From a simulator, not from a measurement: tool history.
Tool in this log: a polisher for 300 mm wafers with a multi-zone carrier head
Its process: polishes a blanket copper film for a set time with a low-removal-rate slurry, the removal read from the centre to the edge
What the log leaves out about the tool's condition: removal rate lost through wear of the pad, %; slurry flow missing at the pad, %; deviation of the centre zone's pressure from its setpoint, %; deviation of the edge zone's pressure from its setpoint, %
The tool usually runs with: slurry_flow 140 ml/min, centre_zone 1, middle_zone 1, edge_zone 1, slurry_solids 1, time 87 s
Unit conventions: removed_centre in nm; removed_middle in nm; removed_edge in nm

| run | hour | slurry_flow | centre_zone | middle_zone | edge_zone | slurry_solids | time | wafers since the last listed run | wafers polished on this pad | hours since the slurry nozzle was cleaned | hours since the centre zone pressure was calibrated | hours since the edge zone pressure was calibrated | hours since the carrier head's membrane was replaced | incoming thickness of the incoming film, nm | removed_centre | removed_middle | removed_edge |
|---|---|---|---|---|---|---|---|---|---|---|---|---|---|---|---|---|---|
| 1 | 0 | 140 | 1 | 1 | 1 | 1 | 74 | 0 | 255 | 332.2 | 822 | 1306.6 | 544.3 | 1192 | 149.9 | 164.2 | 158.5 |
| 2 | 16.8 | 140 | 1 | 1 | 1 | 1 | 87 | 142 | 398 | 349 | 838.8 | 1323.4 | 561.1 | 1167.4 | 179.9 | 197.8 | 189.7 |
| 3 | 30.5 | 140 | 1 | 1 | 1 | 1 | 87 | 116 | 514 | 362.7 | 852.5 | 1337.1 | 574.8 | 1175.3 | 172.9 | 192.7 | 190.1 |
|  | 46 | carrier head's membrane replaced by a new one |
|  | 48.4 | slurry nozzle cleaned |
| 4 | 71.5 | 140 | 1 | 1 | 1 | 1 | 87 | 297 | 811 | 23.1 | 893.5 | 1378.1 | 25.5 | 1171 | 176.5 | 198.9 | 188.5 |
| 5 | 87 | 140 | 1 | 1 | 1 | 1 | 102 | 131 | 943 | 38.6 | 909 | 1393.6 | 41 | 1167.8 | 205.6 | 223.8 | 225.3 |
| 6 | 100.8 | 140 | 1 | 1 | 1 | 1 | 87 | 117 | 1060 | 52.4 | 922.8 | 1407.4 | 54.8 | 1167.8 | 175.1 | 193.2 | 188.2 |
|  | 102.9 | edge zone pressure recalibrated |
| 7 | 114.9 | 140 | 1.04 | 1 | 1 | 1.25 | 97 | 102 | 1163 | 66.5 | 936.9 | 12 | 68.9 | 1185.1 | 208 | 222.2 | 215.6 |
| 8 | 122.4 | 140 | 0.97 | 1 | 1.09 | 1 | 87 | 63 | 1226 | 74 | 944.4 | 19.5 | 76.4 | 1176.9 | 170.9 | 202 | 197 |
|  | 141.6 | worn pad replaced by a new one |
| 9 | 143.9 | 190 | 1 | 1 | 1.11 | 1.2 | 112 | 148 | 19 | 95.5 | 965.9 | 41 | 97.9 | 1193.9 | 251.5 | 274.4 | 272.3 |
| 10 | 150.5 | 190 | 1 | 1 | 1.11 | 1.2 | 112 | 56 | 75 | 102.1 | 972.5 | 47.6 | 104.5 | 1165.7 | 243.5 | 271.6 | 274.8 |
|  | 153.7 | centre zone pressure recalibrated |
| 11 | 168.2 | 105 | 1 | 1 | 1 | 0.85 | 112 | 133 | 208 | 119.8 | 14.5 | 65.3 | 122.2 | 1176.7 | 225 | 228.2 | 225.3 |
| 12 | 176.9 | 140 | 1.05 | 1 | 1 | 1 | 87 | 73 | 282 | 128.5 | 23.2 | 74 | 130.9 | 1164 | 208.9 | 198.9 | 188.4 |
| 13 | 184.2 | 140 | 1 | 1 | 1 | 1 | 72 | 61 | 344 | 135.8 | 30.5 | 81.3 | 138.2 | 1178 | 164.6 | 165.8 | 156.8 |
| 14 | 191.2 | 140 | 1.05 | 1 | 1 | 1 | 87 | 59 | 403 | 142.8 | 37.5 | 88.3 | 145.2 | 1172.9 | 207.2 | 192.3 | 193.1 |
| 15 | 208 | 95 | 0.96 | 1 | 0.97 | 0.85 | 87 | 142 | 546 | 159.6 | 54.3 | 105.1 | 162 | 1166 | 158.2 | 172.8 | 172.3 |
| 16 | 220.1 | 140 | 1 | 1.03 | 0.96 | 1 | 87 | 102 | 649 | 171.7 | 66.4 | 117.2 | 174.1 | 1161.2 | 197.5 | 200.2 | 185 |
| 17 | 261.2 | 140 | 1 | 0.97 | 1.1 | 0.75 | 87 | 348 | 997 | 212.8 | 107.5 | 158.3 | 215.2 | 1156.1 | 191.7 | 185.6 | 195.6 |
|  | 275.5 | worn pad replaced by a new one |
| 18 | 277.9 | 140 | 1 | 1 | 1.08 | 0.7 | 87 | 107 | 20 | 229.5 | 124.2 | 175 | 231.9 | 1178 | 192 | 188.9 | 190.2 |
| 19 | 287.3 | 115 | 0.96 | 1 | 0.92 | 1 | 87 | 79 | 100 | 238.9 | 133.6 | 184.4 | 241.3 | 1168.5 | 177.1 | 189.5 | 177.3 |
| 20 | 304.6 | 140 | 1.05 | 1 | 0.91 | 1 | 87 | 146 | 247 | 256.2 | 150.9 | 201.7 | 258.6 | 1146.1 | 205.8 | 193.7 | 182.2 |
| 21 | 318 | 140 | 1 | 1 | 1 | 0.75 | 87 | 113 | 361 | 269.6 | 164.3 | 215.1 | 272 | 1181.7 | 192.5 | 188.6 | 183.8 |

Below, each run's measurement less what the same run would have read without the hidden state. Both values contain the same run-to-run variation, but the gauge's scatter may not be the same in both:
| run | removed_centre |
|---|---|
| 1 | -13.4 |
| 2 | -16.7 |
| 3 | -16.7 |
| 4 | -18.9 |
| 5 | -22.8 |
| 6 | -20 |
| 7 | -24.5 |
| 8 | -20.6 |
| 9 | -31.8 |
| 10 | -31.2 |
| 11 | +3.4 |
| 12 | +3.2 |
| 13 | +2.5 |
| 14 | +3.2 |
| 15 | +2.4 |
| 16 | +3 |
| 17 | +2.7 |
| 18 | +2.7 |
| 19 | +2.4 |
| 20 | +2.7 |
| 21 | +2.3 |
For removed_middle, the value without the hidden state is never more than 0.2 nm from the measured value.
For removed_edge, the difference is zero in each run.
